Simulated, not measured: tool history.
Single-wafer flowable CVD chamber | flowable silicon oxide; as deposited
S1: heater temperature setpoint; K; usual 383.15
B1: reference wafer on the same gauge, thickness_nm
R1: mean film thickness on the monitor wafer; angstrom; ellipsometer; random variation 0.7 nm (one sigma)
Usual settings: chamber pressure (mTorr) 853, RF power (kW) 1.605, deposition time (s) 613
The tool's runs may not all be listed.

Run 1, hour 0.0: usual settings; B1 303.161. Result: R1 2881.10 angstrom.
Run 2, hour 14.3: usual settings; B1 303.185. Result: R1 2867.98 angstrom.
At hour 28.1: showerhead replaced.
Run 3, hour 44.4: usual settings; B1 303.218. Result: R1 2877.87 angstrom.
At hour 82.4: capacitance manometer re-zeroed and calibrated.
Run 4, hour 82.9: usual settings; B1 303.288. Result: R1 2980.80 angstrom.
Run 5, hour 109.9: usual settings but S1 376.15 K, deposition time (s) 530; B1 302.932. Result: R1 3237.44 angstrom.
Run 6, hour 122.6: usual settings but S1 376.15 K, deposition time (s) 530; B1 302.941. Result: R1 3229.40 angstrom.
Run 7, hour 152.3: usual settings but S1 376.15 K, deposition time (s) 530; B1 302.801. Result: R1 3235.88 angstrom.
Run 8, hour 166.3: usual settings; B1 303.052. Result: R1 2966.37 angstrom.
Run 9, hour 187.8: usual settings; B1 302.987. Result: R1 2977.47 angstrom.
At hour 201.5: gauge calibrated.
Run 10, hour 203.6: usual settings but chamber pressure (mTorr) 941, RF power (kW) 1.925, deposition time (s) 573; B1 302.874. Result: R1 3192.04 angstrom.
Run 11, hour 232.0: usual settings; B1 303.010. Result: R1 2976.68 angstrom.
At hour 241.2: thermocouple changed; heater temperature recalibrated.
Run 12, hour 256.0: usual settings; B1 302.960. Result: R1 2971.08 angstrom.
Run 13, hour 286.0: usual settings but deposition time (s) 694; B1 302.823. Result: R1 3367.89 angstrom.
Run 14, hour 308.3: usual settings; B1 302.995. Result: R1 2966.61 angstrom.
Run 15, hour 320.3: usual settings; B1 303.282. Result: R1 2968.92 angstrom.
Run 16, hour 349.0: usual settings but deposition time (s) 572; B1 302.922. Result: R1 2767.95 angstrom.
Run 17, hour 363.0: usual settings; B1 302.841. Result: R1 2971.03 angstrom.
Run 18, hour 390.9: usual settings; B1 302.925. Result: R1 2957.86 angstrom.
Run 19, hour 409.6: usual settings but chamber pressure (mTorr) 1006, deposition time (s) 729; B1 302.927. Result: R1 4137.04 angstrom.
Run 20, hour 433.7: usual settings but RF power (kW) 1.740; B1 302.859. Result: R1 3015.86 angstrom.
Run 21, hour 457.9: usual settings but RF power (kW) 1.290; B1 302.948. Result: R1 2765.66 angstrom.
Run 22, hour 475.5: usual settings but S1 392.15 K, chamber pressure (mTorr) 996; B1 302.904. Result: R1 2601.82 angstrom.
Run 23, hour 494.7: usual settings but RF power (kW) 1.745; B1 302.886. Result: R1 3018.80 angstrom.
Run 24, hour 526.2: usual settings but deposition time (s) 694; B1 302.744. Result: R1 3346.16 angstrom.
Run 25, hour 547.4: usual settings but RF power (kW) 1.690, deposition time (s) 725; B1 302.950. Result: R1 3529.25 angstrom.
Run 26, hour 575.3: usual settings but S1 373.15 K, chamber pressure (mTorr) 800; B1 302.995. Result: R1 3879.01 angstrom.
Run 27, hour 613.5: usual settings but chamber pressure (mTorr) 971, deposition time (s) 729; B1 303.009. Result: R1 3962.36 angstrom.
Run 28, hour 639.6: usual settings but S1 387.15 K, chamber pressure (mTorr) 657, RF power (kW) 1.855, deposition time (s) 541; B1 303.001. Result: R1 1840.23 angstrom.

Forecast each of these 4 alternatives for the next run:
Run A, hour 640.2: usual settings; B1 ?. Result: R1 ?.
Run B, hour 640.2: usual settings but S1 391.15 K, RF power (kW) 1.780, deposition time (s) 572; B1 ?. Result: R1 ?.
Run C, hour 640.2: usual settings but chamber pressure (mTorr) 981, RF power (kW) 1.355, deposition time (s) 649; B1 ?. Result: R1 ?.
Run D, hour 640.2: usual settings but S1 391.15 K, chamber pressure (mTorr) 689, RF power (kW) 1.490, deposition time (s) 721; B1 ?. Result: R1 ?.

run       B1       R1
  A  302.886  2937.48
  B  302.886  2197.93
  C  302.886  3382.02
  D  302.886  2133.37
Without the tool's hidden state the same runs would have given:
run       R1
  A  2963.57
  B  2217.45
  C  3415.67
  D  2155.70

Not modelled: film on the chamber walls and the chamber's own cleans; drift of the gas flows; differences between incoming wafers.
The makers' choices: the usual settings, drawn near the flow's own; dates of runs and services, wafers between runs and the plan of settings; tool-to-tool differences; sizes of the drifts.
